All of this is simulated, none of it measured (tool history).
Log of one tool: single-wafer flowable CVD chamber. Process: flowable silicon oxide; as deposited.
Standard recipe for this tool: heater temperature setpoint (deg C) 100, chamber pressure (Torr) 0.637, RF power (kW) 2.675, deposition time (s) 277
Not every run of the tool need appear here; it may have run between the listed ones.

run,hour,heater temperature setpoint (deg C),chamber pressure (Torr),RF power (kW),deposition time (s),wafers since the last listed run,hours since the last thermocouple change,hours since the last RF generator calibration,hours since the last manometer calibration,hours since the showerhead was replaced,hours since the gauge calibration,"read-back reference wafer on the same gauge, thickness_nm",mean film thickness on the monitor wafer (Å)
1,0.0,100,0.637,2.535,277,0,2462.0,950.6,2684.3,3443.4,1086.4,174.981,1590.46
# hour 32.9: capacitance manometer re-zeroed and calibrated
2,59.1,100,0.637,2.675,277,438,2521.1,1009.7,26.2,3502.5,1145.5,174.824,1528.32
3,116.8,100,0.637,2.675,277,494,2578.8,1067.4,83.9,3560.2,1203.2,174.969,1540.52
4,159.3,100,0.637,2.675,277,364,2621.3,1109.9,126.4,3602.7,1245.7,174.954,1525.69
5,183.7,104,0.637,2.900,277,209,2645.7,1134.3,150.8,3627.1,1270.1,175.106,1332.54
6,213.6,104,0.637,2.900,277,256,2675.6,1164.2,180.7,3657.0,1300.0,175.053,1327.48
7,269.8,95,0.637,2.675,277,482,2731.8,1220.4,236.9,3713.2,1356.2,174.960,1864.15
8,303.9,100,0.637,2.940,277,292,2765.9,1254.5,271.0,3747.3,1390.3,174.995,1553.37
9,373.4,100,0.637,3.055,315,596,2835.4,1324.0,340.5,3816.8,1459.8,175.099,1770.15
10,509.2,114,0.709,3.185,325,1164,2971.2,1459.8,476.3,3952.6,1595.6,174.990,1226.72
11,564.6,95,0.637,2.675,277,475,3026.6,1515.2,531.7,4008.0,1651.0,174.985,1872.26
# hour 584.2: thermocouple changed; heater temperature recalibrated
12,635.7,100,0.637,2.675,332,541,51.5,1586.3,602.8,4079.1,1722.1,175.099,1826.73
13,676.6,100,0.637,2.675,277,350,92.4,1627.2,643.7,4120.0,1763.0,174.871,1527.01
14,704.7,100,0.637,2.675,277,241,120.5,1655.3,671.8,4148.1,1791.1,174.997,1535.82
# hour 733.0: RF generator calibrated
15,762.9,95,0.564,2.955,300,430,178.7,29.9,730.0,4206.3,1849.3,174.824,1782.81
16,825.9,100,0.637,2.675,277,540,241.7,92.9,793.0,4269.3,1912.3,174.970,1541.41
# hour 884.3: gauge calibrated
# hour 892.4: showerhead replaced
17,893.8,87,0.637,3.075,244,513,309.6,160.8,860.9,1.4,9.5,174.965,2189.41
18,946.9,109,0.759,2.475,306,455,362.7,213.9,914.0,54.5,62.6,175.010,1442.90
19,1003.6,100,0.637,2.420,277,486,419.4,270.6,970.7,111.2,119.3,174.936,1543.87
20,1037.9,100,0.637,3.060,231,294,453.7,304.9,1005.0,145.5,153.6,174.965,1305.35
21,1093.0,100,0.714,2.455,247,472,508.8,360.0,1060.1,200.6,208.7,175.026,1561.73
22,1131.0,94,0.481,2.370,331,325,546.8,398.0,1098.1,238.6,246.7,174.974,1755.36
23,1196.1,111,0.637,2.675,236,558,611.9,463.1,1163.2,303.7,311.8,174.982,888.42
24,1250.7,100,0.577,3.190,258,468,666.5,517.7,1217.8,358.3,366.4,174.984,1339.16
25,1317.1,100,0.637,2.675,277,569,732.9,584.1,1284.2,424.7,432.8,175.064,1569.24
26,1348.9,100,0.637,2.675,277,272,764.7,615.9,1316.0,456.5,464.6,175.019,1573.51
27,1400.3,100,0.637,2.280,329,440,816.1,667.3,1367.4,507.9,516.0,174.876,1852.25
28,1454.7,87,0.785,2.875,260,466,870.5,721.7,1421.8,562.3,570.4,174.990,2967.44

For each entry between runs, how does the tool's hidden state at the last listed run before it compare with that at the first listed run after it?
After run 1, before run 2: capacitance manometer re-zeroed and calibrated (hour 32.9)
  wafer temperature above the value expected at the setpoint (K): -0.99 -> -0.995; true pressure above the setpoint (%): 4.48 -> 0.659
  measured result minus the result with no hidden state, mean film thickness on the monitor wafer (Å): +123.19 -> +64.72
After run 11, before run 12: thermocouple changed; heater temperature recalibrated (hour 584.2)
  wafer temperature above the value expected at the setpoint (K): -1.03 -> -0.21; true pressure above the setpoint (%): 2.77 -> 2.97
  measured result minus the result with no hidden state, mean film thickness on the monitor wafer (Å): +120.39 -> +66.61
After run 14, before run 15: RF generator calibrated (hour 733.0)
  wafer temperature above the value expected at the setpoint (K): -0.297 -> -0.365; true pressure above the setpoint (%): 3.16 -> 3.3
  measured result minus the result with no hidden state, mean film thickness on the monitor wafer (Å): +63.35 -> +83.01
After run 16, before run 17: gauge calibrated (hour 884.3); showerhead replaced (hour 892.4)
  wafer temperature above the value expected at the setpoint (K): -0.434 -> -0.503; true pressure above the setpoint (%): 3.44 -> 3.58
  measured result minus the result with no hidden state, mean film thickness on the monitor wafer (Å): +75.13 -> +112.03

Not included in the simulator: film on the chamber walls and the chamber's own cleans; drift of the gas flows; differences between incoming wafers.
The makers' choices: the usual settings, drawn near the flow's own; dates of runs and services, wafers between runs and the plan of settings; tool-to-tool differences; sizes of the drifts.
